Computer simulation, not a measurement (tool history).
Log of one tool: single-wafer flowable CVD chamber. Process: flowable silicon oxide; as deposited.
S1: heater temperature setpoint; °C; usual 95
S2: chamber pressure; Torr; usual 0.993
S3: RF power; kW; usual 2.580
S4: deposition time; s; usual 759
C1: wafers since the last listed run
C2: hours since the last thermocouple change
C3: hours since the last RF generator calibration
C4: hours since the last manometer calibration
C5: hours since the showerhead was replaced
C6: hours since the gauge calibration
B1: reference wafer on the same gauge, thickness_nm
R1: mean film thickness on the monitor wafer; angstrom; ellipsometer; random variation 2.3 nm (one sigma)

run     day   S1     S2     S3   S4  C1      C2     C3      C4      C5     C6       B1       R1
  1   0.000   95  0.993  2.580  759   0   897.1  846.9  1685.1  3748.2  256.0  859.307  7135.78
  2   1.067  104  0.993  2.580  759  74   922.7  872.5  1710.7  3773.8  281.6  858.400  5481.56
  3   1.658   95  0.993  2.580  759  41   936.9  886.7  1724.9  3788.0  295.8  859.361  7151.27
  4   3.046   95  0.993  2.580  759  96   970.2  920.0  1758.2  3821.3  329.1  858.780  7161.41
  5   4.192   95  0.993  2.580  759  79   997.7  947.5  1785.7  3848.8  356.6  858.054  7089.95
      5.192  -- RF generator calibrated
  6   5.212   95  0.993  2.880  759  47  1022.2    0.5  1810.2  3873.3  381.1  858.824  7233.41
      5.375  -- gauge calibrated
  7   6.275   95  0.993  2.880  759  73  1047.7   26.0  1835.7  3898.8   21.6  859.435  7183.68
      6.962  -- capacitance manometer re-zeroed and calibrated
  8   7.121   95  0.993  2.725  652  35  1068.0   46.3     3.8  3919.1   41.9  858.644  6757.95
  9   8.550   95  0.993  2.410  631  99  1102.3   80.6    38.1  3953.4   76.2  859.075  6458.59
 10   9.350  100  0.993  2.410  759  55  1121.5   99.8    57.3  3972.6   95.4  859.269  6725.58
     10.833  -- thermocouple changed; heater temperature recalibrated
 11  10.854  106  1.083  2.155  847  81     0.5  135.9    93.4  4008.7  131.5  858.566  6392.00
     11.917  -- showerhead replaced
 12  12.233   95  0.993  2.580  759  72    33.6  169.0   126.5     7.6  164.6  859.149  7463.43
 13  13.450  110  0.993  2.580  822  84    62.8  198.2   155.7    36.8  193.8  859.306  5204.81
 14  14.308  110  0.993  2.580  879  59    83.4  218.8   176.3    57.4  214.4  858.583  5551.55
 15  14.992   95  0.993  2.580  759  47    99.8  235.2   192.7    73.8  230.8  859.685  7436.52

The same runs without the tool's hidden state, with the same run-to-run variation:
The hidden state here: wafer temperature above the value expected at the setpoint (K); delivered RF power above the setpoint (%); true pressure above the setpoint (%); gauge reads high (%).
run       R1
  1  7324.82
  2  5625.96
  3  7345.25
  4  7359.29
  5  7288.71
  6  7438.69
  7  7390.04
  8  6325.70
  9  6029.38
 10  6276.36
 11  6290.63
 12  7332.28
 13  5113.58
 14  5454.49
 15  7307.00
